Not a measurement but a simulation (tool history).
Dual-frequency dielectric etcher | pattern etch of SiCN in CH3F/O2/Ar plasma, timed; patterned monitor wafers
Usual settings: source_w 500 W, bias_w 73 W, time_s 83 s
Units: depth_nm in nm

run	hour	source_w	bias_w	time_s	read-back reference wafer on the same gauge, depth_nm	depth_nm
1	0	500	73	83	32.71	35.23
2	52	500	73	83	32.69	35.24
3	79.9	500	73	65	32.69	27.78
4	132.8	430	73	74	32.67	29.65
5	177	430	73	74	32.69	29.29
6	207.9	580	78	83	32.7	38.34
7	236.1	580	78	83	32.73	38.14
8	276.1	500	73	65.5	32.71	27.52
9	410.1	500	73	77	32.72	31.95
# hour 486.8: gauge calibrated
# hour 488.2: source power generator calibrated
# hour 504.9: wet clean of the chamber
10	505.4	460	82	97	32.71	42.07
11	549.8	590	62	107	32.7	45.74
12	608.9	540	73	83	32.72	36.42
13	641	580	73	95.5	32.7	42.98
# hour 651.5: bias power generator calibrated
14	677.9	440	82	71	32.74	29.74
# hour 752.7: upper electrode replaced
15	753.2	570	73	83	32.69	36.88
16	791.2	560	73	83	32.69	36.89
17	828.9	430	73	74	32.69	28.95
18	864.6	570	73	65	32.67	28.63
19	912.7	500	73	83	32.7	34.87
20	947.3	500	73	83	32.75	34.48
21	1152	450	73	83	32.7	32.74
22	1192.7	500	73	83	32.69	34.15
# hour 1232.5: wet clean of the chamber
23	1233	500	73	83	32.72	35.75
24	1256.3	560	87	61.5	32.72	28.86
25	1305.6	380	61	72	32.73	25.41
26	1354	460	82	97	32.7	41.53
27	1381.7	590	90	60	32.72	29.57
28	1420.8	500	64	83	32.69	33.59
29	1485	500	56	66.5	32.69	25.58

5 ways to go on from here, each from the tool as it stands after run 29. What would each give?
A	1485.4	500	73	108	?	?
B	1485.4	600	73	97.5	?	?
C	1485.4	590	63	69.5	?	?
D	1485.4	620	73	83	?	?
E	1485.4	410	73	71.5	?	?

run	read-back reference wafer on the same gauge, depth_nm	depth_nm
A	32.71	46.17
B	32.71	45.17
C	32.71	30.41
D	32.71	39
E	32.71	27.94
Without the tool's hidden state the same runs would have given:
run	depth_nm
A	46.69
B	45.67
C	30.74
D	39.44
E	28.25

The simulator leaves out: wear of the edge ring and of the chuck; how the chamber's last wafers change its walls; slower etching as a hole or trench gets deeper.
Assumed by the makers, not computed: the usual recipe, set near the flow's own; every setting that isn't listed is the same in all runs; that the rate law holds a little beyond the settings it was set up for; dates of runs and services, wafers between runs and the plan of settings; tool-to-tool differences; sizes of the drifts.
